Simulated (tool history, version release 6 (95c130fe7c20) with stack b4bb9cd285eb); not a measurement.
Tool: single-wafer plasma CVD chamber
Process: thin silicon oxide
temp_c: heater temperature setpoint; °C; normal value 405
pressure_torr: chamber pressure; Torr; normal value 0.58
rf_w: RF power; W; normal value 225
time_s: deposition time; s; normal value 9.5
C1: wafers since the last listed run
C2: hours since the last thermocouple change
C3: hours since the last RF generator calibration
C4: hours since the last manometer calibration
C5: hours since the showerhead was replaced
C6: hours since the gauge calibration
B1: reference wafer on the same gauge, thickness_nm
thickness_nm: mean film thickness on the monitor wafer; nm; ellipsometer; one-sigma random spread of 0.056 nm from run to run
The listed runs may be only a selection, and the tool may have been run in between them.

{"run": 1, "day": 0.0, "temp_c": 405, "pressure_torr": 0.58, "rf_w": 235, "time_s": 8.4, "C1": 0, "C2": 2084.3, "C3": 750.7, "C4": 1295.5, "C5": 5162.1, "C6": 238.2, "B1": 11.723, "thickness_nm": 10.372}
{"run": 2, "day": 0.729, "temp_c": 405, "pressure_torr": 0.58, "rf_w": 235, "time_s": 8.4, "C1": 767, "C2": 2101.8, "C3": 768.2, "C4": 1313, "C5": 5179.6, "C6": 255.7, "B1": 11.706, "thickness_nm": 10.308}
{"run": 3, "day": 1.329, "temp_c": 405, "pressure_torr": 0.58, "rf_w": 235, "time_s": 8.4, "C1": 631, "C2": 2116.2, "C3": 782.6, "C4": 1327.4, "C5": 5194, "C6": 270.1, "B1": 11.71, "thickness_nm": 10.337}
{"run": 4, "day": 1.996, "temp_c": 405, "pressure_torr": 0.58, "rf_w": 210, "time_s": 9.5, "C1": 701, "C2": 2132.2, "C3": 798.6, "C4": 1343.4, "C5": 5210, "C6": 286.1, "B1": 11.701, "thickness_nm": 10.984}
{"run": 5, "day": 3.367, "temp_c": 405, "pressure_torr": 0.58, "rf_w": 210, "time_s": 9.5, "C1": 1442, "C2": 2165.1, "C3": 831.5, "C4": 1376.3, "C5": 5242.9, "C6": 319, "B1": 11.694, "thickness_nm": 11.026}
{"run": 6, "day": 3.908, "temp_c": 405, "pressure_torr": 0.58, "rf_w": 210, "time_s": 9.5, "C1": 570, "C2": 2178.1, "C3": 844.5, "C4": 1389.3, "C5": 5255.9, "C6": 332, "B1": 11.697, "thickness_nm": 11.016}
{"run": 7, "day": 5.646, "temp_c": 405, "pressure_torr": 0.58, "rf_w": 225, "time_s": 9.5, "C1": 1828, "C2": 2219.8, "C3": 886.2, "C4": 1431, "C5": 5297.6, "C6": 373.7, "B1": 11.702, "thickness_nm": 11.464}
{"run": 8, "day": 6.146, "temp_c": 405, "pressure_torr": 0.58, "rf_w": 225, "time_s": 10.14, "C1": 526, "C2": 2231.8, "C3": 898.2, "C4": 1443, "C5": 5309.6, "C6": 385.7, "B1": 11.712, "thickness_nm": 12.292}
{"run": 9, "day": 6.725, "temp_c": 405, "pressure_torr": 0.58, "rf_w": 225, "time_s": 10.14, "C1": 609, "C2": 2245.7, "C3": 912.1, "C4": 1456.9, "C5": 5323.5, "C6": 399.6, "B1": 11.708, "thickness_nm": 12.189}
{"day": 7.85, "done": "thermocouple changed; heater temperature recalibrated"}
{"run": 10, "day": 7.871, "temp_c": 405, "pressure_torr": 0.689, "rf_w": 225, "time_s": 9.5, "C1": 855, "C2": 0.5, "C3": 939.6, "C4": 1484.4, "C5": 5351, "C6": 427.1, "B1": 11.689, "thickness_nm": 13.528}
{"day": 8.838, "done": "capacitance manometer re-zeroed and calibrated"}
{"run": 11, "day": 8.858, "temp_c": 405, "pressure_torr": 0.689, "rf_w": 225, "time_s": 9.5, "C1": 688, "C2": 24.2, "C3": 963.3, "C4": 0.5, "C5": 5374.7, "C6": 450.8, "B1": 11.694, "thickness_nm": 12.78}
{"run": 12, "day": 10.062, "temp_c": 405, "pressure_torr": 0.58, "rf_w": 225, "time_s": 9.5, "C1": 1267, "C2": 53.1, "C3": 992.2, "C4": 29.4, "C5": 5403.6, "C6": 479.7, "B1": 11.699, "thickness_nm": 10.975}
{"day": 10.825, "done": "RF generator calibrated"}
{"run": 13, "day": 10.883, "temp_c": 400, "pressure_torr": 0.441, "rf_w": 240, "time_s": 9.5, "C1": 513, "C2": 72.8, "C3": 1.4, "C4": 49.1, "C5": 5423.3, "C6": 499.4, "B1": 11.706, "thickness_nm": 8.669}
{"day": 11.462, "done": "showerhead replaced"}
{"run": 14, "day": 11.733, "temp_c": 413, "pressure_torr": 0.664, "rf_w": 185, "time_s": 10.63, "C1": 543, "C2": 93.2, "C3": 21.8, "C4": 69.5, "C5": 6.5, "C6": 519.8, "B1": 11.709, "thickness_nm": 12.394}

Forecast run 15:
{"run": 15, "day": 12.633, "temp_c": 405, "pressure_torr": 0.58, "rf_w": 225, "time_s": 9.5, "C1": 947, "C2": 114.8, "C3": 43.4, "C4": 91.1, "C5": 28.1, "C6": 541.4, "B1": "?", "thickness_nm": "?"}

B1: 11.704
thickness_nm: 11.008 nm
On a tool with no hidden condition, and with the same random variation, this run would have come out at thickness_nm 10.763 nm.

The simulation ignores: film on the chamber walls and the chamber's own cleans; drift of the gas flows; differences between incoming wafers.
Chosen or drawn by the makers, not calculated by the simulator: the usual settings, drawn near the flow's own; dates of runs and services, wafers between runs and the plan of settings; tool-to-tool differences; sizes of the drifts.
